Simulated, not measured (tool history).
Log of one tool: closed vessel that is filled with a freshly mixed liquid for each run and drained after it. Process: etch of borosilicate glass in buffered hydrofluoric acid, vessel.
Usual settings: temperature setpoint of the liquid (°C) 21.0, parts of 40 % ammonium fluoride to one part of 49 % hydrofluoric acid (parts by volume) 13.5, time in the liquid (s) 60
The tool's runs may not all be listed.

run   hour  temperature setpoint of the liquid (°C)  parts of 40 % ammonium fluoride to one part of 49 % hydrofluoric acid (parts by volume)  time in the liquid (s)  read-back film thickness of the borosilicate glass reference wafer, read on the same gauge (nm)  thickness taken off the borosilicate glass on a monitor wafer (nm)
  1    0.0                                     21.0                                                                                     13.5                      60                                                                                            50.02                                                               53.07
  2   19.1                                     21.0                                                                                     13.5                      60                                                                                            49.96                                                               52.49
  3   53.1                                     21.0                                                                                     13.5                      60                                                                                            49.93                                                               52.68
  4   86.3                                     21.0                                                                                     13.5                      60                                                                                            50.00                                                               53.13
  5  128.4                                     21.0                                                                                     16.0                      60                                                                                            50.00                                                               45.21
  6  148.0                                     21.0                                                                                     16.0                      60                                                                                            50.03                                                               45.93
  7  172.9                                     25.0                                                                                     13.5                      60                                                                                            50.02                                                               66.25
     181.3  -- gauge calibrated
  8  195.2                                     25.0                                                                                     13.5                      60                                                                                            50.00                                                               68.09
  9  213.5                                     25.0                                                                                     13.5                      60                                                                                            49.96                                                               68.57
 10  244.3                                     22.0                                                                                     13.5                      60                                                                                            50.03                                                               58.25
 11  264.9                                     26.0                                                                                     18.0                      80                                                                                            49.99                                                               73.32
 12  294.0                                     21.0                                                                                     13.5                      60                                                                                            49.95                                                               56.23
 13  320.4                                     17.0                                                                                     13.5                      40                                                                                            49.99                                                               29.93
 14  334.8                                     17.0                                                                                     15.5                      70                                                                                            49.99                                                               45.85
     350.2  -- thermometer replaced
     353.5  -- hydrofluoric acid flow meter replaced
 15  359.0                                     21.0                                                                                     13.5                      60                                                                                            49.98                                                               49.00
 16  391.0                                     24.0                                                                                     13.5                      70                                                                                            50.00                                                               68.20
 17  426.7                                     21.0                                                                                     17.0                      70                                                                                            50.06                                                               46.79
 18  461.3                                     21.0                                                                                     13.5                      50                                                                                            50.03                                                               41.77
 19  491.6                                     21.0                                                                                     13.5                      35                                                                                            49.99                                                               29.36
 20  507.2                                     21.0                                                                                     18.5                      60                                                                                            50.01                                                               36.94

5 ways to go on from here, each from the tool as it stands after run 20. What would each give?
  A  507.9                                     21.0                                                                                     13.5                      60                                                                                                ?                                                                   ?
  B  507.9                                     17.5                                                                                     13.5                      60                                                                                                ?                                                                   ?
  C  507.9                                     21.0                                                                                     19.0                      60                                                                                                ?                                                                   ?
  D  507.9                                     19.0                                                                                     15.5                      30                                                                                                ?                                                                   ?
  E  507.9                                     21.0                                                                                     15.0                      60                                                                                                ?                                                                   ?

run  read-back film thickness of the borosilicate glass reference wafer, read on the same gauge (nm)  thickness taken off the borosilicate glass on a monitor wafer (nm)
  A                                                                                            50.00                                                               50.62
  B                                                                                            50.00                                                               41.74
  C                                                                                            50.00                                                               36.07
  D                                                                                            50.00                                                               19.78
  E                                                                                            50.00                                                               45.61
Without the tool's hidden state the same runs would have given:
run  thickness taken off the borosilicate glass on a monitor wafer (nm)
  A                                                               48.56
  B                                                               40.03
  C                                                               34.59
  D                                                               18.97
  E                                                               43.74

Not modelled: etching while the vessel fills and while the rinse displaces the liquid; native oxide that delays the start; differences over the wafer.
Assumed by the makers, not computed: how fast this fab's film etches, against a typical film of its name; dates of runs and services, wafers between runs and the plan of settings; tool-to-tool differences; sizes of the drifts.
